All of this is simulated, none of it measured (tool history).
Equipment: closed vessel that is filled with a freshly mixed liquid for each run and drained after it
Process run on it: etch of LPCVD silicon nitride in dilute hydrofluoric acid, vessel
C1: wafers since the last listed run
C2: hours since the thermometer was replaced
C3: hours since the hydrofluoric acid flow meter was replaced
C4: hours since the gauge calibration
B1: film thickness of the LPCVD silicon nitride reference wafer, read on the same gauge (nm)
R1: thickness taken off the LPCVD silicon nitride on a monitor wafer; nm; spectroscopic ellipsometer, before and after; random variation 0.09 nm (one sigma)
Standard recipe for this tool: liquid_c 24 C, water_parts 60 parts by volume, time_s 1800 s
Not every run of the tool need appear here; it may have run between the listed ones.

{"run": 1, "hour": 0.0, "liquid_c": 27.5, "water_parts": 60, "time_s": 1800, "C1": 0, "C2": 843.5, "C3": 911.2, "C4": 1191.9, "B1": 30, "R1": 16.86}
{"run": 2, "hour": 55.1, "liquid_c": 26, "water_parts": 60, "time_s": 1800, "C1": 1672, "C2": 898.6, "C3": 966.3, "C4": 1247, "B1": 30.01, "R1": 15.18}
{"run": 3, "hour": 98.2, "liquid_c": 26, "water_parts": 60, "time_s": 1800, "C1": 1308, "C2": 941.7, "C3": 1009.4, "C4": 1290.1, "B1": 30.01, "R1": 15.15}
{"run": 4, "hour": 148.9, "liquid_c": 26, "water_parts": 60, "time_s": 1800, "C1": 1538, "C2": 992.4, "C3": 1060.1, "C4": 1340.8, "B1": 29.97, "R1": 15.32}
{"run": 5, "hour": 176.1, "liquid_c": 24, "water_parts": 60, "time_s": 1800, "C1": 825, "C2": 1019.6, "C3": 1087.3, "C4": 1368, "B1": 30.01, "R1": 13.51}
{"run": 6, "hour": 240.3, "liquid_c": 26, "water_parts": 85, "time_s": 1800, "C1": 1948, "C2": 1083.8, "C3": 1151.5, "C4": 1432.2, "B1": 30, "R1": 10.89}
{"run": 7, "hour": 301.9, "liquid_c": 26, "water_parts": 85, "time_s": 1800, "C1": 1869, "C2": 1145.4, "C3": 1213.1, "C4": 1493.8, "B1": 30, "R1": 10.87}
{"run": 8, "hour": 335.6, "liquid_c": 26, "water_parts": 85, "time_s": 1800, "C1": 1022, "C2": 1179.1, "C3": 1246.8, "C4": 1527.5, "B1": 30.01, "R1": 11.13}
{"run": 9, "hour": 371.8, "liquid_c": 24, "water_parts": 60, "time_s": 1800, "C1": 1098, "C2": 1215.3, "C3": 1283, "C4": 1563.7, "B1": 30.01, "R1": 13.53}
{"run": 10, "hour": 411.4, "liquid_c": 24, "water_parts": 60, "time_s": 1800, "C1": 1201, "C2": 1254.9, "C3": 1322.6, "C4": 1603.3, "B1": 29.99, "R1": 13.49}
{"run": 11, "hour": 445.1, "liquid_c": 24, "water_parts": 60, "time_s": 1800, "C1": 1022, "C2": 1288.6, "C3": 1356.3, "C4": 1637, "B1": 30, "R1": 13.64}
{"run": 12, "hour": 495.5, "liquid_c": 24, "water_parts": 60, "time_s": 1800, "C1": 1529, "C2": 1339, "C3": 1406.7, "C4": 1687.4, "B1": 29.99, "R1": 13.57}
{"hour": 500.2, "done": "hydrofluoric acid flow meter replaced"}
{"hour": 541.0, "done": "gauge calibrated"}
{"hour": 561.1, "done": "thermometer replaced"}
{"run": 13, "hour": 650.3, "liquid_c": 24, "water_parts": 60, "time_s": 1800, "C1": 4637, "C2": 89.2, "C3": 150.1, "C4": 109.3, "B1": 29.99, "R1": 13.04}
{"run": 14, "hour": 703.3, "liquid_c": 21, "water_parts": 85, "time_s": 2855, "C1": 1608, "C2": 142.2, "C3": 203.1, "C4": 162.3, "B1": 30.01, "R1": 11.73}
{"run": 15, "hour": 735.1, "liquid_c": 24, "water_parts": 60, "time_s": 1800, "C1": 965, "C2": 174, "C3": 234.9, "C4": 194.1, "B1": 30, "R1": 13.02}
{"run": 16, "hour": 799.1, "liquid_c": 24, "water_parts": 60, "time_s": 1800, "C1": 1942, "C2": 238, "C3": 298.9, "C4": 258.1, "B1": 29.98, "R1": 13.08}
{"run": 17, "hour": 857.8, "liquid_c": 24, "water_parts": 60, "time_s": 1800, "C1": 1781, "C2": 296.7, "C3": 357.6, "C4": 316.8, "B1": 30.03, "R1": 13.04}
{"run": 18, "hour": 894.1, "liquid_c": 24, "water_parts": 60, "time_s": 2375, "C1": 1101, "C2": 333, "C3": 393.9, "C4": 353.1, "B1": 30.01, "R1": 17.28}
{"run": 19, "hour": 932.5, "liquid_c": 26.5, "water_parts": 30, "time_s": 1800, "C1": 1165, "C2": 371.4, "C3": 432.3, "C4": 391.5, "B1": 30, "R1": 30.85}
{"run": 20, "hour": 999.6, "liquid_c": 27.5, "water_parts": 45, "time_s": 1800, "C1": 2036, "C2": 438.5, "C3": 499.4, "C4": 458.6, "B1": 30.01, "R1": 21.92}
{"run": 21, "hour": 1028.5, "liquid_c": 28, "water_parts": 60, "time_s": 1800, "C1": 877, "C2": 467.4, "C3": 528.3, "C4": 487.5, "B1": 29.97, "R1": 16.95}
{"run": 22, "hour": 1056.3, "liquid_c": 24, "water_parts": 45, "time_s": 1800, "C1": 843, "C2": 495.2, "C3": 556.1, "C4": 515.3, "B1": 29.99, "R1": 17.3}
{"run": 23, "hour": 1121.1, "liquid_c": 24, "water_parts": 35, "time_s": 860, "C1": 1966, "C2": 560, "C3": 620.9, "C4": 580.1, "B1": 30, "R1": 10.59}
{"run": 24, "hour": 1184.9, "liquid_c": 24, "water_parts": 60, "time_s": 1800, "C1": 1936, "C2": 623.8, "C3": 684.7, "C4": 643.9, "B1": 30.01, "R1": 13.09}
{"run": 25, "hour": 1219.5, "liquid_c": 21.5, "water_parts": 60, "time_s": 1800, "C1": 1050, "C2": 658.4, "C3": 719.3, "C4": 678.5, "B1": 30, "R1": 11.15}
{"run": 26, "hour": 1261.5, "liquid_c": 20, "water_parts": 50, "time_s": 2485, "C1": 1274, "C2": 700.4, "C3": 761.3, "C4": 720.5, "B1": 30.01, "R1": 16.65}
{"run": 27, "hour": 1305.8, "liquid_c": 24, "water_parts": 60, "time_s": 785, "C1": 1344, "C2": 744.7, "C3": 805.6, "C4": 764.8, "B1": 29.99, "R1": 5.72}
{"run": 28, "hour": 1343.5, "liquid_c": 21, "water_parts": 60, "time_s": 2830, "C1": 1144, "C2": 782.4, "C3": 843.3, "C4": 802.5, "B1": 30.01, "R1": 17.05}
{"run": 29, "hour": 1385.5, "liquid_c": 21, "water_parts": 35, "time_s": 1425, "C1": 1274, "C2": 824.4, "C3": 885.3, "C4": 844.5, "B1": 30, "R1": 14.53}
{"run": 30, "hour": 1448.2, "liquid_c": 26, "water_parts": 40, "time_s": 1800, "C1": 1902, "C2": 887.1, "C3": 948, "C4": 907.2, "B1": 30, "R1": 22.6}
{"run": 31, "hour": 1495.5, "liquid_c": 22, "water_parts": 60, "time_s": 990, "C1": 1435, "C2": 934.4, "C3": 995.3, "C4": 954.5, "B1": 29.99, "R1": 6.35}

Consider 5 possible next runs. They are alternatives, not a sequence: every one starts from the tool as it was left by run 31. What does each give?
{"run": "A", "hour": 1496.7, "liquid_c": 24, "water_parts": 60, "time_s": 1800, "C1": 36, "C2": 935.6, "C3": 996.5, "C4": 955.7, "B1": "?", "R1": "?"}
{"run": "B", "hour": 1496.7, "liquid_c": 28.5, "water_parts": 60, "time_s": 2130, "C1": 36, "C2": 935.6, "C3": 996.5, "C4": 955.7, "B1": "?", "R1": "?"}
{"run": "C", "hour": 1496.7, "liquid_c": 24, "water_parts": 35, "time_s": 1310, "C1": 36, "C2": 935.6, "C3": 996.5, "C4": 955.7, "B1": "?", "R1": "?"}
{"run": "D", "hour": 1496.7, "liquid_c": 24, "water_parts": 85, "time_s": 2345, "C1": 36, "C2": 935.6, "C3": 996.5, "C4": 955.7, "B1": "?", "R1": "?"}
{"run": "E", "hour": 1496.7, "liquid_c": 28, "water_parts": 45, "time_s": 2745, "C1": 36, "C2": 935.6, "C3": 996.5, "C4": 955.7, "B1": "?", "R1": "?"}

run=A B1=30.02 R1=13.11
run=B B1=30.02 R1=20.88
run=C B1=30.02 R1=16.14
run=D B1=30.02 R1=12.12
run=E B1=30.02 R1=34.59
With the hidden condition removed and each run's random variation left untouched, the same runs would have given:
run=A R1=12.48
run=B R1=19.87
run=C R1=15.38
run=D R1=11.54
run=E R1=32.93
